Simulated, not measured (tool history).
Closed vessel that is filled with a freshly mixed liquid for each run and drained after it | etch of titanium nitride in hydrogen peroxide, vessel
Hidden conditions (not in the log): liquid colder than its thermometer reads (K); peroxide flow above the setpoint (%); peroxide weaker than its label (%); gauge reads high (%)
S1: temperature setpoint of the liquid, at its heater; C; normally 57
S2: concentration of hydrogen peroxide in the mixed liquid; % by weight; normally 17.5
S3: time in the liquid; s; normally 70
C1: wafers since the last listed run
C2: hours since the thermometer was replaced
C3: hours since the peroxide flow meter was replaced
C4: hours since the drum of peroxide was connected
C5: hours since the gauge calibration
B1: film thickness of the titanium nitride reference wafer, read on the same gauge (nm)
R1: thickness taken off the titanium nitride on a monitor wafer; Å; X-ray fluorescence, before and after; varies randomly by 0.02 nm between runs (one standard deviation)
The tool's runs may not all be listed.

run	hour	S1	S2	S3	C1	C2	C3	C4	C5	B1	R1
1	0	57	15.5	70	0	510.6	2243.4	986	57.5	80.008	45.09
2	6.4	57	15.5	70	673	517	2249.8	992.4	63.9	80.006	44.85
3	21.7	57	15.5	70	1610	532.3	2265.1	1007.7	79.2	80.007	44.79
4	35.3	57	17.5	70	1431	545.9	2278.7	1021.3	92.8	79.979	45.92
5	46.9	57	17.5	70	1221	557.5	2290.3	1032.9	104.4	79.978	45.87
6	62.4	57	17.5	70	1631	573	2305.8	1048.4	119.9	80.015	45.69
7	73.1	57	17.5	70	1126	583.7	2316.5	1059.1	130.6	80.011	45.55
# hour 86.7: new drum of peroxide connected
# hour 87.1: peroxide flow meter replaced
8	89.9	57	17.5	55	1625	600.5	2.8	3.2	147.4	80.017	35.73
# hour 90.9: thermometer replaced
9	100.8	57	17.5	40	1043	9.9	13.7	14.1	158.3	80.016	27.7
10	116.9	57	17.5	40	1694	26	29.8	30.2	174.4	80.014	27.68
11	124.9	64	14.5	110	842	34	37.8	38.2	182.4	79.984	117.76
12	138.5	57	17.5	70	1431	47.6	51.4	51.8	196	79.988	48.08
13	152.2	53	20	70	1442	61.3	65.1	65.5	209.7	80.008	37.45
# hour 157.4: gauge calibrated
14	164.4	64.5	17.5	70	1284	73.5	77.3	77.7	7	79.984	79.95
15	179.8	57	17.5	50	1621	88.9	92.7	93.1	22.4	79.991	34.45
16	191.2	61	21.5	70	1200	100.3	104.1	104.5	33.8	79.998	66.26
17	200.2	64.5	16	85	947	109.3	113.1	113.5	42.8	79.992	94.48
18	206.5	51.5	13.5	100	663	115.6	119.4	119.8	49.1	80.013	43.74
19	219.8	57	17.5	70	1400	128.9	132.7	133.1	62.4	79.999	47.81
20	233.7	51.5	14.5	85	1463	142.8	146.6	147	76.3	80.019	37.7
21	249.6	57	17.5	70	1673	158.7	162.5	162.9	92.2	79.984	47.86

Give the tool's hidden conditions for every run:
peroxide flow above the setpoint (%): 0 across all the runs
peroxide weaker than its label (%): 0 across all the runs
gauge reads high (%): 0 across all the runs
H1: liquid colder than its thermometer reads (K)
run	H1
1	0.851
2	0.861
3	0.886
4	0.909
5	0.928
6	0.953
7	0.97
8	0.998
9	0.0905
10	0.117
11	0.13
12	0.152
13	0.175
14	0.194
15	0.22
16	0.238
17	0.253
18	0.263
19	0.285
20	0.308
21	0.334

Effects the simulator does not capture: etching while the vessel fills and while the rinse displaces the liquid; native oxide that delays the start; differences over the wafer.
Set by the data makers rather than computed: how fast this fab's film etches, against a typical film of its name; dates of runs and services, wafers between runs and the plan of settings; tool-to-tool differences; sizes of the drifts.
